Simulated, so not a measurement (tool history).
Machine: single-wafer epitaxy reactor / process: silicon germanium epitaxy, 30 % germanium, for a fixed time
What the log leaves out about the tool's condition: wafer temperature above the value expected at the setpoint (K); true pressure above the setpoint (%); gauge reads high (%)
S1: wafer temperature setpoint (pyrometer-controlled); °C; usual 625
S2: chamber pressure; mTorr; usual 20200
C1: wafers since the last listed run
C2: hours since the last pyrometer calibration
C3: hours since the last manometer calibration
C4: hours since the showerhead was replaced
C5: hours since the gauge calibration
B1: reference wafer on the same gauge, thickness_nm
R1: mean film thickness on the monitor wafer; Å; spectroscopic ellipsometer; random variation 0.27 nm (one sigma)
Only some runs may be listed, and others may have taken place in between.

run	day	S1	S2	C1	C2	C3	C4	C5	B1	R1
1	0	625	20200	0	1268.5	698.3	978.2	632.4	79.014	863.7
2	3	625	20200	1100	1340.5	770.3	1050.2	704.4	78.985	856.07
3	4.671	625	20200	612	1380.6	810.4	1090.3	744.5	78.955	862.85
4	6.558	625	20200	692	1425.9	855.7	1135.6	789.8	79.043	863.84
5	10.529	625	24200	1456	1521.2	951	1230.9	885.1	79	922.68
6	14.038	625	24200	1286	1605.4	1035.2	1315.1	969.3	79.034	925.73
7	16.838	625	24200	1027	1672.6	1102.4	1382.3	1036.5	78.957	924.3
8	18.675	625	17900	674	1716.7	1146.5	1426.4	1080.6	78.989	812.64
9	20.367	625	20200	620	1757.3	1187.1	1467	1121.2	78.995	852.79
10	24.654	625	20200	1572	1860.2	1290	1569.9	1224.1	78.948	850.75
11	28.867	619	20200	1545	1961.3	1391.1	1671	1325.2	79.053	756.37
12	33.317	619	20200	1632	2068.1	1497.9	1777.8	1432	78.952	758
13	35.196	625	17300	689	2113.2	1543	1822.9	1477.1	79.009	794.46
# day 36.362: capacitance manometer re-zeroed and calibrated
14	38.762	625	22300	1186	2198.8	57.6	1908.5	1562.7	78.985	882.63
15	47.075	625	20200	3049	2398.3	257.1	2108	1762.2	78.983	841.99
16	49.971	615	20200	1062	2467.8	326.6	2177.5	1831.7	79.022	690.46
17	52.721	635	20200	1008	2533.8	392.6	2243.5	1897.7	78.971	1024.24
# day 54.679: gauge calibrated
18	55.767	613	16600	1117	2606.9	465.7	2316.6	26.1	79.008	613.4
19	58.883	625	20200	1143	2681.7	540.5	2391.4	100.9	79.015	844.04
# day 59.421: pyrometer calibrated
# day 60.483: showerhead replaced
20	61.321	610	15900	649	45.6	599	20.1	159.4	79.052	592.96
21	65.267	635	24100	1447	140.3	693.7	114.8	254.1	78.977	1151.97
22	66.988	636	16400	631	181.6	735	156.1	295.4	78.958	1002.68
23	68.967	637	16300	726	229.1	782.5	203.6	342.9	78.988	1022.51
24	71.8	619	22700	1039	297.1	850.5	271.6	410.9	79.005	818.23
25	79.117	613	20200	2684	472.7	1026.1	447.2	586.5	79.028	689.68
26	82.904	625	20200	1389	563.6	1117	538.1	677.4	78.982	877.39

What the log doesn't show, run by run:
true pressure above the setpoint (%): 0 in every run
gauge reads high (%): 0 in every run
H1: wafer temperature above the value expected at the setpoint (K)
run	H1
1	-1.44
2	-1.5
3	-1.54
4	-1.58
5	-1.66
6	-1.74
7	-1.8
8	-1.83
9	-1.87
10	-1.96
11	-2.05
12	-2.14
13	-2.18
14	-2.26
15	-2.43
16	-2.49
17	-2.55
18	-2.62
19	-2.68
20	-0.141
21	-0.224
22	-0.261
23	-0.302
24	-0.362
25	-0.516
26	-0.596
